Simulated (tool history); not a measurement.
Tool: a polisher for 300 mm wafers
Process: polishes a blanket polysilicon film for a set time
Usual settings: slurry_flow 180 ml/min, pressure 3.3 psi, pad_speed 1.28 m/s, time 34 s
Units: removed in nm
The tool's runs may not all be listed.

run	hour	slurry_flow	pressure	pad_speed	time	incoming thickness of the incoming film, nm	removed
1	0.0	180	2.9	1.28	34	1191.6	414.9
2	21.9	180	3.3	1.28	34	1216.2	466.4
3	44.3	165	3.3	1.28	34	1201.5	462.9
4	69.8	165	3.3	1.28	34	1218.6	463.6
# hour 88.2: worn pad replaced by a new one
5	88.7	165	3.3	1.28	34	1212.0	451.9
6	121.0	180	3.3	1.28	34	1219.8	455.8
7	150.3	180	3.3	1.28	34	1191.0	458.0
8	181.1	180	3.3	1.28	34	1226.4	455.4
# hour 227.3: worn pad replaced by a new one
# hour 251.1: head pressure recalibrated
9	266.0	180	3.3	1.28	34	1210.7	442.9
10	286.5	180	3.3	1.28	36	1204.5	468.6
11	304.9	180	3.3	1.28	36	1211.4	468.5
12	336.8	180	3.3	1.28	36	1204.6	466.3
# hour 342.5: worn pad replaced by a new one
13	355.0	180	2.4	1.28	34	1186.6	334.9
14	378.2	200	3.3	1.28	34	1221.3	448.3
15	410.9	230	4.1	1.70	46	1199.5	976.9
16	433.8	230	3.3	1.28	23	1210.8	309.2
# hour 462.9: slurry nozzle cleaned
17	464.2	220	3.3	1.28	43	1216.6	609.1
# hour 468.8: worn pad replaced by a new one
18	497.7	210	3.9	1.14	44	1224.7	641.8
19	511.1	120	4.3	1.28	34	1216.1	560.6

The next listed run, before its measurement:
20	536.6	180	3.3	1.28	34	1203.9	?

{"run 20": {"removed": 464.3}}
Without the tool's hidden state the same run would have given removed 468.6 nm.
